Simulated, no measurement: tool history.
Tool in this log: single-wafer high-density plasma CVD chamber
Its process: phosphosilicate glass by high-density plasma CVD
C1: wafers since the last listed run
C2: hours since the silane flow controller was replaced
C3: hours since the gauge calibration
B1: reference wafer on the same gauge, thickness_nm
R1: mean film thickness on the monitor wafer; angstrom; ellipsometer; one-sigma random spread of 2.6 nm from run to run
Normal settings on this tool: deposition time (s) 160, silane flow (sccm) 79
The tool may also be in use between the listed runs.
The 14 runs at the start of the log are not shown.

Run 15, hour 197.1: usual settings; C1 102; C2 2066.3; C3 295.9; B1 1369.999. Result: R1 12851.74 angstrom.
Run 16, hour 215.0: usual settings; C1 190; C2 2084.2; C3 313.8; B1 1370.431. Result: R1 12821.23 angstrom.
Run 17, hour 229.1: usual settings but silane flow (sccm) 64; C1 149; C2 2098.3; C3 327.9; B1 1370.083. Result: R1 10428.21 angstrom.
At hour 247.5: silane flow controller replaced.
Run 18, hour 248.0: usual settings but deposition time (s) 184, silane flow (sccm) 94; C1 115; C2 0.5; C3 346.8; B1 1369.632. Result: R1 16195.65 angstrom.
Run 19, hour 248.4: usual settings; C1 4; C2 0.9; C3 347.2; B1 1369.885. Result: R1 11833.52 angstrom.
At hour 256.0: gauge calibrated.
Run 20, hour 256.6: usual settings but deposition time (s) 178, silane flow (sccm) 83; C1 87; C2 9.1; C3 0.6; B1 1369.795. Result: R1 13830.22 angstrom.
Run 21, hour 274.3: usual settings but deposition time (s) 135, silane flow (sccm) 85; C1 188; C2 26.8; C3 18.3; B1 1369.538. Result: R1 10768.15 angstrom.
Run 22, hour 291.9: usual settings; C1 187; C2 44.4; C3 35.9; B1 1370.316. Result: R1 11833.07 angstrom.
Run 23, hour 299.1: usual settings but silane flow (sccm) 89; C1 76; C2 51.6; C3 43.1; B1 1370.380. Result: R1 13290.95 angstrom.
Run 24, hour 312.6: usual settings but deposition time (s) 133; C1 143; C2 65.1; C3 56.6; B1 1369.985. Result: R1 9806.79 angstrom.
Run 25, hour 318.8: usual settings but deposition time (s) 147, silane flow (sccm) 68; C1 65; C2 71.3; C3 62.8; B1 1370.036. Result: R1 9366.31 angstrom.
Run 26, hour 329.1: usual settings but deposition time (s) 187, silane flow (sccm) 90; C1 109; C2 81.6; C3 73.1; B1 1369.934. Result: R1 15757.95 angstrom.
Run 27, hour 338.1: usual settings but deposition time (s) 132; C1 95; C2 90.6; C3 82.1; B1 1370.274. Result: R1 9785.62 angstrom.
Run 28, hour 350.8: usual settings but silane flow (sccm) 73; C1 135; C2 103.3; C3 94.8; B1 1370.169. Result: R1 10972.57 angstrom.
Run 29, hour 364.7: usual settings; C1 147; C2 117.2; C3 108.7; B1 1370.267. Result: R1 11838.45 angstrom.
Run 30, hour 379.2: usual settings but deposition time (s) 169, silane flow (sccm) 69; C1 154; C2 131.7; C3 123.2; B1 1370.341. Result: R1 10991.59 angstrom.
Run 31, hour 391.4: usual settings but deposition time (s) 135, silane flow (sccm) 88; C1 129; C2 143.9; C3 135.4; B1 1370.017. Result: R1 11161.08 angstrom.
Run 32, hour 402.9: usual settings but deposition time (s) 149; C1 122; C2 155.4; C3 146.9; B1 1370.055. Result: R1 11031.80 angstrom.

Each row is a separate what-if for the run after 32, all from the same tool condition, not one after another. Results?
Run A, hour 403.3: usual settings; C1 4; C2 155.8; C3 147.3; B1 ?. Result: R1 ?.
Run B, hour 403.3: usual settings but deposition time (s) 177, silane flow (sccm) 90; C1 4; C2 155.8; C3 147.3; B1 ?. Result: R1 ?.
Run C, hour 403.3: usual settings but deposition time (s) 184, silane flow (sccm) 74; C1 4; C2 155.8; C3 147.3; B1 ?. Result: R1 ?.
Run D, hour 403.3: usual settings but silane flow (sccm) 71; C1 4; C2 155.8; C3 147.3; B1 ?. Result: R1 ?.
Run E, hour 403.3: usual settings but deposition time (s) 151, silane flow (sccm) 94; C1 4; C2 155.8; C3 147.3; B1 ?. Result: R1 ?.

run        B1        R1
  A  1370.049  11856.99
  B  1370.049  14943.18
  C  1370.049  12772.53
  D  1370.049  10656.28
  E  1370.049  13314.72
Stripped of hidden state, with their random variation kept, the same runs would have yielded:
run        R1
  A  12020.73
  B  15149.54
  C  12948.91
  D  10803.44
  E  13498.59
